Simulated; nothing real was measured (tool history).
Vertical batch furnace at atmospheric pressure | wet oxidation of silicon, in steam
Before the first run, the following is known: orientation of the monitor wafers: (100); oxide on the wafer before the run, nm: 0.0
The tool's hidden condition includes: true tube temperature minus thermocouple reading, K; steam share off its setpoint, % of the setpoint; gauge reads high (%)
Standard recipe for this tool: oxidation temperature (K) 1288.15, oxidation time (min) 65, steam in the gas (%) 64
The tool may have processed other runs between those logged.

run,day,oxidation temperature (K),oxidation time (min),steam in the gas (%),wafers since the last listed run,hours since the last temperature calibration,hours since the steam generator was serviced,hours since the gauge calibration,"read-back reference wafer on the same gauge, thickness",oxide thickness on the monitor wafer (nm)
1,0,1297.15,65,64,0,4400,2628.8,153.6,308.72,387.63
2,4.35,1297.15,65,64,1172,4504.4,2733.2,258,308.87,381.11
3,6.892,1288.15,65,64,685,4565.4,2794.2,319,308.79,360.47
4,10.125,1288.15,65,64,871,4643,2871.8,396.6,309.42,359.74
5,13.142,1288.15,65,64,813,4715.4,2944.2,469,308.73,359.51
6,16.042,1294.15,65,64,781,4785,3013.8,538.6,308.92,374.23
# day 17.138: steam generator serviced
7,23.162,1294.15,65,64,1649,4955.9,144.6,709.5,309.31,389.54
# day 24.296: gauge calibrated
8,25.262,1294.15,65,64,565,5006.3,195,23.2,309.17,390.62
9,32.379,1277.15,65,70,1918,5177.1,365.8,194,309.35,364.94
# day 34.875: thermocouples replaced and temperature profile calibrated
10,35.733,1305.15,81.5,71,634,20.6,446.3,274.5,308.95,516.04
11,37.55,1297.15,65,74,489,64.2,489.9,318.1,308.76,438.82
12,39.321,1270.15,77.5,70,477,106.7,532.4,360.6,309.16,390.17
13,41.625,1275.15,83,55,621,162,587.7,415.9,309.28,359.28
14,45.5,1308.15,81,74,1044,255,680.7,508.9,308.92,536.42
15,47.158,1288.15,65,64,446,294.8,720.5,548.7,308.78,370.85
# day 48.217: gauge calibrated
16,50.388,1288.15,65,64,870,372.3,798,52.1,308.94,373.56

Forecast each of these 4 alternatives for the next run:
A,50.596,1288.15,49,64,56,377.3,803,57.1,?,?
B,50.596,1313.15,94.5,56,56,377.3,803,57.1,?,?
C,50.596,1308.15,65,64,56,377.3,803,57.1,?,?
D,50.596,1280.15,84,58,56,377.3,803,57.1,?,?

run,"read-back reference wafer on the same gauge, thickness",oxide thickness on the monitor wafer (nm)
A,308.81,306.77
B,308.81,511.5
C,308.81,426.25
D,308.81,392.49
Stripped of hidden state, with their random variation kept, the same runs would have yielded:
run,oxide thickness on the monitor wafer (nm)
A,309.44
B,515.44
C,429.65
D,395.81
